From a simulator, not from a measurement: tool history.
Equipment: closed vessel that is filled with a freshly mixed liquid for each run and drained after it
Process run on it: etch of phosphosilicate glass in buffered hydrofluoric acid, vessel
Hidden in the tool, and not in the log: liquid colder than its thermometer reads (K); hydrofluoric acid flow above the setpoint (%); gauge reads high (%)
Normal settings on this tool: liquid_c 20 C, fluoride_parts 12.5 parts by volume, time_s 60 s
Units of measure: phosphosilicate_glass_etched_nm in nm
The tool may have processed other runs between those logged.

run	hour	liquid_c	fluoride_parts	time_s	wafers since the last listed run	hours since the thermometer was replaced	hours since the hydrofluoric acid flow meter was replaced	hours since the gauge calibration	read-back film thickness of the phosphosilicate glass reference wafer, read on the same gauge (nm)	phosphosilicate_glass_etched_nm
1	0	20	12.5	60	0	786.5	1526	320.6	140.02	373.88
2	29.7	20	12.5	60	1976	816.2	1555.7	350.3	139.99	374.79
3	45.8	20	12.5	60	1071	832.3	1571.8	366.4	140	379.13
4	58.7	20	12.5	60	858	845.2	1584.7	379.3	140.01	377.73
5	74.8	20	12.5	60	1071	861.3	1600.8	395.4	140.03	379.44
6	88	20	12.5	60	878	874.5	1614	408.6	140.02	376.26
7	115.8	20	12.5	60	1849	902.3	1641.8	436.4	140	375.73
8	139	20	12.5	60	1543	925.5	1665	459.6	140	377.27
9	153.1	20	12.5	60	938	939.6	1679.1	473.7	139.99	367.2
10	165.2	20	12.5	60	805	951.7	1691.2	485.8	140	381.21
11	195.2	20	12.5	60	1996	981.7	1721.2	515.8	140.03	373.24
12	223.8	20	12.5	60	1902	1010.3	1749.8	544.4	140.03	372.21
13	244.2	20	12.5	60	1357	1030.7	1770.2	564.8	140.03	371.43
# hour 245.8: gauge calibrated
14	260.8	20	12.5	60	1104	1047.3	1786.8	15	140.03	369.83
15	286.5	20	14.5	60	1709	1073	1812.5	40.7	139.99	318.44
16	315.8	20	9	60	1949	1102.3	1841.8	70	140.03	492.9
# hour 334: hydrofluoric acid flow meter replaced
17	334.5	20	12.5	60	1177	1121	0.5	88.7	140.02	370.86
18	349.9	17.5	14.5	60	1024	1136.4	15.9	104.1	140	275.95
19	364.5	17.5	12.5	80	971	1151	30.5	118.7	139.98	428.24
# hour 375.2: thermometer replaced
20	387	20	12.5	60	1430	11.8	53	141.2	139.99	342.39
21	406.4	22.5	12.5	70	1290	31.2	72.4	160.6	140	458.09
22	438.7	23.5	9.5	90	2149	63.5	104.7	192.9	140	794.21
23	453.3	20	12.5	60	971	78.1	119.3	207.5	140	334.84
# hour 456.1: thermometer replaced, repeated, since the last time left the tool worse
24	467.8	22	12.5	60	898	11.7	133.8	222	139.99	445.25
25	488.2	17	15.5	60	1357	32.1	154.2	242.4	139.98	268.35
26	515.8	20	12.5	90	1836	59.7	181.8	270	140.01	603.31
27	540	20	12.5	60	1610	83.9	206	294.2	140.01	391.5

Predict each of these 5 candidate next runs independently; none follows another, all start after run 27:
A	540.7	20	12.5	60	46	84.6	206.7	294.9	?	?
B	540.7	24	9.5	35	46	84.6	206.7	294.9	?	?
C	540.7	20	16	80	46	84.6	206.7	294.9	?	?
D	540.7	20	11	75	46	84.6	206.7	294.9	?	?
E	540.7	17	12.5	30	46	84.6	206.7	294.9	?	?

run	read-back film thickness of the phosphosilicate glass reference wafer, read on the same gauge (nm)	phosphosilicate_glass_etched_nm
A	139.97	394.6
B	139.97	368.99
C	139.97	412.83
D	139.97	558.92
E	139.97	166.4
Had the tool no hidden state, the same runs would have come out as:
run	phosphosilicate_glass_etched_nm
A	405.83
B	379.2
C	424.59
D	574.82
E	171.23

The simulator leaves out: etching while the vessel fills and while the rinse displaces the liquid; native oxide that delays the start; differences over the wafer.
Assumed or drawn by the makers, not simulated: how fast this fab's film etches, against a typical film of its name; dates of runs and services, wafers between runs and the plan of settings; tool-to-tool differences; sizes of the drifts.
